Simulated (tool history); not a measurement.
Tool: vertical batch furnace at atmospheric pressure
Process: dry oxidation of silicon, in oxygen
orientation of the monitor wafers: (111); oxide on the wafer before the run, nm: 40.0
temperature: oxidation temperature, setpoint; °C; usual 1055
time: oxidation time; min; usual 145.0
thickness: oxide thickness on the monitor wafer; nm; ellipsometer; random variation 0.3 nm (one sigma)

run   hour  temperature   time  read-back reference wafer on the same gauge, thickness  thickness
  1    0.0         1055  145.0                                                  204.03     199.92
  2   13.5         1055  145.0                                                  204.06     199.70
  3   39.1         1061  145.0                                                  203.93     205.83
  4   48.4         1061  145.0                                                  203.93     205.97
  5   67.2         1039  145.0                                                  203.93     184.71
  6   79.3         1039  145.0                                                  203.98     184.29
  7  102.0         1039  145.0                                                  203.99     184.71
  8  125.8         1055  111.0                                                  204.02     172.88
  9  137.9         1055  129.0                                                  204.00     187.14
 10  149.8         1055  145.0                                                  203.92     199.96
 11  166.9         1055  145.0                                                  203.99     199.93
     194.2  -- thermocouples replaced and temperature profile calibrated
 12  242.6         1079  205.5                                                  203.94     273.08
 13  254.6         1031  206.0                                                  204.00     214.30
     288.8  -- boat lift adjusted
 14  289.3         1055  199.5                                                  203.91     237.32
 15  304.7         1065  112.0                                                  203.92     183.00
     308.3  -- gauge calibrated
 16  328.2         1055  145.0                                                  203.90     200.00
 17  345.7         1046  189.5                                                  203.93     220.53
 18  369.7         1070  204.5                                                  203.97     259.60
 19  393.9         1036  145.0                                                  204.09     181.89

3 ways to go on from here, each from the tool as it stands after run 19. What would each give?
  A  400.0         1055  145.0                                                       ?          ?
  B  400.0         1044  190.0                                                       ?          ?
  C  400.0         1064   78.5                                                       ?          ?

run  read-back reference wafer on the same gauge, thickness  thickness
  A                                                  204.00     199.43
  B                                                  204.00     218.64
  C                                                  204.00     150.37
Without the tool's hidden state the same runs would have given:
run  thickness
  A     199.43
  B     218.64
  C     150.37
